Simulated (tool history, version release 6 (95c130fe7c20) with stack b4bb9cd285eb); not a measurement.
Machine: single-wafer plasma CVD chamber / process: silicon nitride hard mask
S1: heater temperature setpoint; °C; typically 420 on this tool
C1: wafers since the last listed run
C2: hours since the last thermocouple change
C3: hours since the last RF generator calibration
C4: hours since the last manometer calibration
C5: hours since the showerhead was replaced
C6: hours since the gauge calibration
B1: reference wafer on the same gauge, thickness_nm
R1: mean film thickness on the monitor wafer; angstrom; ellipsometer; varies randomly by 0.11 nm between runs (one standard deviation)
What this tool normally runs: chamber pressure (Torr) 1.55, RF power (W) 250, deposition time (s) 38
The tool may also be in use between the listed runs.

{"run": 1, "hour": 0.0, "S1": 420, "chamber pressure (Torr)": 1.55, "RF power (W)": 235, "deposition time (s)": 32.7, "C1": 0, "C2": 15.4, "C3": 1439.4, "C4": 0.5, "C5": 6737, "C6": 250.3, "B1": 43.034, "R1": 308.27}
{"run": 2, "hour": 3.1, "S1": 420, "chamber pressure (Torr)": 1.3, "RF power (W)": 250, "deposition time (s)": 43.8, "C1": 55, "C2": 18.5, "C3": 1442.5, "C4": 3.6, "C5": 6740.1, "C6": 253.4, "B1": 43.062, "R1": 422.76}
{"hour": 24.8, "done": "RF generator calibrated"}
{"run": 3, "hour": 25.3, "S1": 420, "chamber pressure (Torr)": 1.3, "RF power (W)": 250, "deposition time (s)": 43.8, "C1": 254, "C2": 40.7, "C3": 0.5, "C4": 25.8, "C5": 6762.3, "C6": 275.6, "B1": 43.043, "R1": 421.25}
{"run": 4, "hour": 27.9, "S1": 426, "chamber pressure (Torr)": 1.55, "RF power (W)": 250, "deposition time (s)": 38, "C1": 46, "C2": 43.3, "C3": 3.1, "C4": 28.4, "C5": 6764.9, "C6": 278.2, "B1": 42.948, "R1": 379.5}
{"run": 5, "hour": 37.3, "S1": 426, "chamber pressure (Torr)": 1.55, "RF power (W)": 250, "deposition time (s)": 38, "C1": 168, "C2": 52.7, "C3": 12.5, "C4": 37.8, "C5": 6774.3, "C6": 287.6, "B1": 43.083, "R1": 379.36}
{"hour": 53.8, "done": "showerhead replaced"}
{"run": 6, "hour": 55.1, "S1": 420, "chamber pressure (Torr)": 1.55, "RF power (W)": 250, "deposition time (s)": 38, "C1": 175, "C2": 70.5, "C3": 30.3, "C4": 55.6, "C5": 1.3, "C6": 305.4, "B1": 43.01, "R1": 379.46}
{"run": 7, "hour": 68.7, "S1": 420, "chamber pressure (Torr)": 1.55, "RF power (W)": 250, "deposition time (s)": 38, "C1": 243, "C2": 84.1, "C3": 43.9, "C4": 69.2, "C5": 14.9, "C6": 319, "B1": 42.978, "R1": 380.25}
{"run": 8, "hour": 75.2, "S1": 420, "chamber pressure (Torr)": 1.55, "RF power (W)": 250, "deposition time (s)": 38, "C1": 116, "C2": 90.6, "C3": 50.4, "C4": 75.7, "C5": 21.4, "C6": 325.5, "B1": 43.025, "R1": 380.41}
{"run": 9, "hour": 128.3, "S1": 420, "chamber pressure (Torr)": 1.55, "RF power (W)": 250, "deposition time (s)": 43.8, "C1": 950, "C2": 143.7, "C3": 103.5, "C4": 128.8, "C5": 74.5, "C6": 378.6, "B1": 42.986, "R1": 439.5}
{"run": 10, "hour": 141.7, "S1": 411, "chamber pressure (Torr)": 1.55, "RF power (W)": 250, "deposition time (s)": 38, "C1": 239, "C2": 157.1, "C3": 116.9, "C4": 142.2, "C5": 87.9, "C6": 392, "B1": 43.002, "R1": 381.71}
{"run": 11, "hour": 149.2, "S1": 409, "chamber pressure (Torr)": 1.66, "RF power (W)": 275, "deposition time (s)": 38, "C1": 134, "C2": 164.6, "C3": 124.4, "C4": 149.7, "C5": 95.4, "C6": 399.5, "B1": 42.925, "R1": 422.01}
{"run": 12, "hour": 155.5, "S1": 420, "chamber pressure (Torr)": 1.86, "RF power (W)": 250, "deposition time (s)": 38, "C1": 112, "C2": 170.9, "C3": 130.7, "C4": 156, "C5": 101.7, "C6": 405.8, "B1": 42.988, "R1": 393.5}
{"run": 13, "hour": 164.0, "S1": 426, "chamber pressure (Torr)": 1.55, "RF power (W)": 250, "deposition time (s)": 38, "C1": 152, "C2": 179.4, "C3": 139.2, "C4": 164.5, "C5": 110.2, "C6": 414.3, "B1": 43.019, "R1": 380.72}
{"run": 14, "hour": 181.8, "S1": 420, "chamber pressure (Torr)": 1.55, "RF power (W)": 250, "deposition time (s)": 30.5, "C1": 318, "C2": 197.2, "C3": 157, "C4": 182.3, "C5": 128, "C6": 432.1, "B1": 42.992, "R1": 303.18}
{"run": 15, "hour": 188.4, "S1": 420, "chamber pressure (Torr)": 1.33, "RF power (W)": 250, "deposition time (s)": 44.6, "C1": 118, "C2": 203.8, "C3": 163.6, "C4": 188.9, "C5": 134.6, "C6": 438.7, "B1": 43.028, "R1": 432.93}
{"run": 16, "hour": 195.2, "S1": 420, "chamber pressure (Torr)": 1.55, "RF power (W)": 250, "deposition time (s)": 38, "C1": 121, "C2": 210.6, "C3": 170.4, "C4": 195.7, "C5": 141.4, "C6": 445.5, "B1": 42.998, "R1": 379.61}
{"run": 17, "hour": 210.2, "S1": 414, "chamber pressure (Torr)": 1.7, "RF power (W)": 270, "deposition time (s)": 38, "C1": 268, "C2": 225.6, "C3": 185.4, "C4": 210.7, "C5": 156.4, "C6": 460.5, "B1": 42.964, "R1": 414.73}
{"run": 18, "hour": 250.1, "S1": 420, "chamber pressure (Torr)": 1.55, "RF power (W)": 250, "deposition time (s)": 38, "C1": 714, "C2": 265.5, "C3": 225.3, "C4": 250.6, "C5": 196.3, "C6": 500.4, "B1": 42.946, "R1": 378.34}
{"hour": 258.8, "done": "gauge calibrated"}
{"run": 19, "hour": 264.1, "S1": 420, "chamber pressure (Torr)": 1.8, "RF power (W)": 210, "deposition time (s)": 38, "C1": 250, "C2": 279.5, "C3": 239.3, "C4": 264.6, "C5": 210.3, "C6": 5.3, "B1": 43.044, "R1": 324.96}
{"run": 20, "hour": 278.2, "S1": 432, "chamber pressure (Torr)": 1.17, "RF power (W)": 270, "deposition time (s)": 38, "C1": 252, "C2": 293.6, "C3": 253.4, "C4": 278.7, "C5": 224.4, "C6": 19.4, "B1": 42.967, "R1": 386.57}
{"run": 21, "hour": 295.0, "S1": 420, "chamber pressure (Torr)": 1.55, "RF power (W)": 225, "deposition time (s)": 38, "C1": 300, "C2": 310.4, "C3": 270.2, "C4": 295.5, "C5": 241.2, "C6": 36.2, "B1": 43.019, "R1": 341.58}
{"run": 22, "hour": 304.8, "S1": 424, "chamber pressure (Torr)": 1.17, "RF power (W)": 225, "deposition time (s)": 43, "C1": 175, "C2": 320.2, "C3": 280, "C4": 305.3, "C5": 251, "C6": 46, "B1": 42.971, "R1": 366.1}
{"run": 23, "hour": 313.9, "S1": 420, "chamber pressure (Torr)": 1.55, "RF power (W)": 285, "deposition time (s)": 45.4, "C1": 162, "C2": 329.3, "C3": 289.1, "C4": 314.4, "C5": 260.1, "C6": 55.1, "B1": 42.979, "R1": 510.05}
{"run": 24, "hour": 329.7, "S1": 420, "chamber pressure (Torr)": 1.88, "RF power (W)": 250, "deposition time (s)": 38, "C1": 282, "C2": 345.1, "C3": 304.9, "C4": 330.2, "C5": 275.9, "C6": 70.9, "B1": 42.973, "R1": 393.54}
{"run": 25, "hour": 337.0, "S1": 420, "chamber pressure (Torr)": 1.55, "RF power (W)": 250, "deposition time (s)": 38, "C1": 130, "C2": 352.4, "C3": 312.2, "C4": 337.5, "C5": 283.2, "C6": 78.2, "B1": 42.991, "R1": 380.87}
{"run": 26, "hour": 347.0, "S1": 420, "chamber pressure (Torr)": 1.55, "RF power (W)": 250, "deposition time (s)": 38, "C1": 179, "C2": 362.4, "C3": 322.2, "C4": 347.5, "C5": 293.2, "C6": 88.2, "B1": 42.987, "R1": 380.5}
{"run": 27, "hour": 353.9, "S1": 420, "chamber pressure (Torr)": 1.55, "RF power (W)": 250, "deposition time (s)": 32.7, "C1": 123, "C2": 369.3, "C3": 329.1, "C4": 354.4, "C5": 300.1, "C6": 95.1, "B1": 42.928, "R1": 326.85}
{"run": 28, "hour": 368.6, "S1": 420, "chamber pressure (Torr)": 1.55, "RF power (W)": 215, "deposition time (s)": 38, "C1": 263, "C2": 384, "C3": 343.8, "C4": 369.1, "C5": 314.8, "C6": 109.8, "B1": 43.012, "R1": 324.94}
{"run": 29, "hour": 377.0, "S1": 420, "chamber pressure (Torr)": 1.36, "RF power (W)": 250, "deposition time (s)": 38, "C1": 150, "C2": 392.4, "C3": 352.2, "C4": 377.5, "C5": 323.2, "C6": 118.2, "B1": 42.925, "R1": 371.38}

Entry by entry between the runs, the difference in hidden state between the last listed run before and the first listed run after:
Between runs 2 and 3: RF generator calibrated (hour 24.8)
  nothing in the hidden state changes from one run to the other
Between runs 5 and 6: showerhead replaced (hour 53.8)
  nothing in the hidden state changes from one run to the other
Between runs 18 and 19: gauge calibrated (hour 258.8)
  nothing in the hidden state changes from one run to the other
